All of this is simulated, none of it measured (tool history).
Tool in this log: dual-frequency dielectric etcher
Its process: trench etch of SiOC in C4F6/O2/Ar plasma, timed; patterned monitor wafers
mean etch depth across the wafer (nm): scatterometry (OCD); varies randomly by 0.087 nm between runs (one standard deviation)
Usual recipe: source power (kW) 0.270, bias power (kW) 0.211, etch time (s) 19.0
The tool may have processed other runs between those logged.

run   hour  source power (kW)  bias power (kW)  etch time (s)  wafers since the last listed run  hours since the last wet clean  hours since the last source power generator calibration  hours since the last bias power generator calibration  hours since the last upper electrode change  hours since the gauge calibration  read-back reference wafer on the same gauge, depth_nm  mean etch depth across the wafer (nm)
  1    0.0              0.270            0.211           19.0                                 0                           135.6                                                   3956.5                                                 2489.0                                       5564.7                              186.7                                                  34.73                                  34.68
  2   12.8              0.270            0.211           19.0                               253                           148.4                                                   3969.3                                                 2501.8                                       5577.5                              199.5                                                  34.77                                  34.69
  3   43.5              0.270            0.211           19.0                               606                           179.1                                                   4000.0                                                 2532.5                                       5608.2                              230.2                                                  34.80                                  34.80
  4   63.1              0.270            0.211           22.5                               387                           198.7                                                   4019.6                                                 2552.1                                       5627.8                              249.8                                                  34.81                                  41.02
  5   77.7              0.270            0.211           19.0                               288                           213.3                                                   4034.2                                                 2566.7                                       5642.4                              264.4                                                  34.85                                  34.68
  6  110.7              0.270            0.211           19.0                               652                           246.3                                                   4067.2                                                 2599.7                                       5675.4                              297.4                                                  34.89                                  34.79
  7  140.8              0.270            0.211           19.0                               594                           276.4                                                   4097.3                                                 2629.8                                       5705.5                              327.5                                                  34.95                                  34.75
  8  163.9              0.270            0.211           19.0                               456                           299.5                                                   4120.4                                                 2652.9                                       5728.6                              350.6                                                  34.94                                  34.95
  9  184.1              0.270            0.211           19.0                               399                           319.7                                                   4140.6                                                 2673.1                                       5748.8                              370.8                                                  34.98                                  34.98
     196.1  -- source power generator calibrated
 10  207.9              0.270            0.211           19.0                               391                           343.5                                                     11.8                                                 2696.9                                       5772.6                              394.6                                                  35.00                                  34.93
 11  238.6              0.270            0.211           19.0                               606                           374.2                                                     42.5                                                 2727.6                                       5803.3                              425.3                                                  35.08                                  35.00
     265.8  -- upper electrode replaced
 12  266.3              0.270            0.211           19.0                                73                           401.9                                                     70.2                                                 2755.3                                          0.5                              453.0                                                  35.12                                  34.81
 13  280.3              0.270            0.211           19.0                               276                           415.9                                                     84.2                                                 2769.3                                         14.5                              467.0                                                  35.14                                  35.07
 14  310.9              0.270            0.211           19.0                               604                           446.5                                                    114.8                                                 2799.9                                         45.1                              497.6                                                  35.20                                  35.11
 15  327.1              0.240            0.186           24.0                               320                           462.7                                                    131.0                                                 2816.1                                         61.3                              513.8                                                  35.19                                  41.40
     335.1  -- bias power generator calibrated
     351.3  -- gauge calibrated
 16  362.3              0.270            0.254           17.0                               616                           497.9                                                    166.2                                                   27.2                                         96.5                               11.0                                                  34.56                                  31.79
 17  375.5              0.300            0.186           21.5                               260                           511.1                                                    179.4                                                   40.4                                        109.7                               24.2                                                  34.57                                  39.97
 18  398.0              0.300            0.261           19.0                               444                           533.6                                                    201.9                                                   62.9                                        132.2                               46.7                                                  34.61                                  37.21
     442.2  -- wet clean of the chamber
 19  442.7              0.270            0.211           19.0                               409                             0.5                                                    246.6                                                  107.6                                        176.9                               91.4                                                  34.67                                  34.54
 20  443.0              0.330            0.227           17.0                                 5                             0.8                                                    246.9                                                  107.9                                        177.2                               91.7                                                  34.66                                  33.97
 21  455.3              0.300            0.235           22.0                               243                            13.1                                                    259.2                                                  120.2                                        189.5                              104.0                                                  34.68                                  42.59
 22  472.3              0.340            0.259           19.0                               336                            30.1                                                    276.2                                                  137.2                                        206.5                              121.0                                                  34.72                                  39.56
 23  494.5              0.270            0.211           19.0                               438                            52.3                                                    298.4                                                  159.4                                        228.7                              143.2                                                  34.73                                  34.70
 24  511.0              0.270            0.211           19.0                               326                            68.8                                                    314.9                                                  175.9                                        245.2                              159.7                                                  34.75                                  34.72
 25  535.3              0.270            0.211           19.0                               480                            93.1                                                    339.2                                                  200.2                                        269.5                              184.0                                                  34.83                                  34.71
 26  558.6              0.270            0.226           23.5                               460                           116.4                                                    362.5                                                  223.5                                        292.8                              207.3                                                  34.82                                  43.56
 27  586.6              0.270            0.235           19.0                               553                           144.4                                                    390.5                                                  251.5                                        320.8                              235.3                                                  34.85                                  35.41

Alternative continuations, all from the tool just after run 27; predict every row:
  A  587.0              0.270            0.211           19.0                                 7                           144.8                                                    390.9                                                  251.9                                        321.2                              235.7                                                      ?                                      ?
  B  587.0              0.330            0.211           24.0                                 7                           144.8                                                    390.9                                                  251.9                                        321.2                              235.7                                                      ?                                      ?
  C  587.0              0.220            0.211           16.5                                 7                           144.8                                                    390.9                                                  251.9                                        321.2                              235.7                                                      ?                                      ?

run  read-back reference wafer on the same gauge, depth_nm  mean etch depth across the wafer (nm)
  A                                                  34.85                                  34.87
  B                                                  34.85                                  47.86
  C                                                  34.85                                  27.78
Stripped of hidden state, with their random variation kept, the same runs would have yielded:
run  mean etch depth across the wafer (nm)
  A                                  34.60
  B                                  47.50
  C                                  27.57

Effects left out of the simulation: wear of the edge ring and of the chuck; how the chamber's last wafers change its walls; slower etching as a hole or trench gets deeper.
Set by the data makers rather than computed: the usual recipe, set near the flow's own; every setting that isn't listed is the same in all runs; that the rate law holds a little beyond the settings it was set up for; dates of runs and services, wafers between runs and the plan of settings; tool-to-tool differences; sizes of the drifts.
